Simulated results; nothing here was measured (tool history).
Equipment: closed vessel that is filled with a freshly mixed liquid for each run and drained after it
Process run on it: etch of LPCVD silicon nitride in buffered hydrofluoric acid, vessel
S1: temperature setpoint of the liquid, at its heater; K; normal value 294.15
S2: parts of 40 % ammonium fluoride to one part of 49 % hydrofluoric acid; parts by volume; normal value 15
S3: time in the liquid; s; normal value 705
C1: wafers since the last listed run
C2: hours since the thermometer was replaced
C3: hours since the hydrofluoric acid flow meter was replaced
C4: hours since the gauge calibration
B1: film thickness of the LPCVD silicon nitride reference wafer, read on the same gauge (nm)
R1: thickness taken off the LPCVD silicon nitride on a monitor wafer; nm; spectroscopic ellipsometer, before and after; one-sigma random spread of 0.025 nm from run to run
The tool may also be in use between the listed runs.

run   hour      S1   S2    S3    C1      C2      C3     C4      B1    R1
  1      0  294.15   15   705     0  1164.5  1843.5    327     130     5
  2   33.4  294.15   15   705  2366  1197.9  1876.9  360.4     130  4.98
  3   66.2  294.15   15   705  2324  1230.7  1909.7  393.2  130.01  4.95
  4   86.6  294.15   15   705  1445  1251.1  1930.1  413.6     130  4.96
  5  102.2  294.15   15   705  1105  1266.7  1945.7  429.2     130  4.97
  6  132.9  294.15   12   705  2175  1297.4  1976.4  459.9  129.99  6.16
  7  150.4  294.15   12   705  1240  1314.9  1993.9  477.4     130   6.1
  8  250.4  294.15   12   705  7086  1414.9  2093.9  577.4  130.01   6.1
     256.9  -- thermometer replaced
     275.5  -- hydrofluoric acid flow meter replaced
     303.2  -- gauge calibrated
  9  344.9  294.15   15   705  6555      88    69.4   41.7     130  5.38
 10  359.7  292.65   15   485  1048   102.8    84.2   56.5  130.01  3.44
 11    372  299.15   18   295   871   115.1    96.5   68.8  130.01  2.48
 12    393  294.15   17   705  1488   136.1   117.5   89.8  129.99  4.76
 13  423.8  294.15   15   705  2182   166.9   148.3  120.6  130.01  5.37
 14  457.9  297.15  9.5  1020  2416     201   182.4  154.7  130.02  14.3
 15  479.1  298.15   17   500  1502   222.2   203.6  175.9  130.01  4.22
 16  503.2  290.15  9.5  1040  1707   246.3   227.7    200  130.01  9.91
 17  606.9  294.15   15   705  7348     350   331.4  303.7  129.98   5.3
 18  623.7  294.15   15   705  1190   366.8   348.2  320.5  129.99  5.38

Below are 4 alternative next runs, each starting from the tool's condition after run 18. Predict each:
  A  624.5  294.15  15  705  56  367.6  349  321.3   ?   ?
  B  624.5  292.65   9  475  56  367.6  349  321.3   ?   ?
  C  624.5  294.15  15  875  56  367.6  349  321.3   ?   ?
  D  624.5  297.15  15  705  56  367.6  349  321.3   ?   ?

run      B1    R1
  A  129.99  5.32
  B  129.99  5.29
  C  129.99  6.61
  D  129.99  6.28
Without the tool's hidden state the same runs would have given:
run    R1
  A  5.46
  B  5.38
  C  6.78
  D  6.44
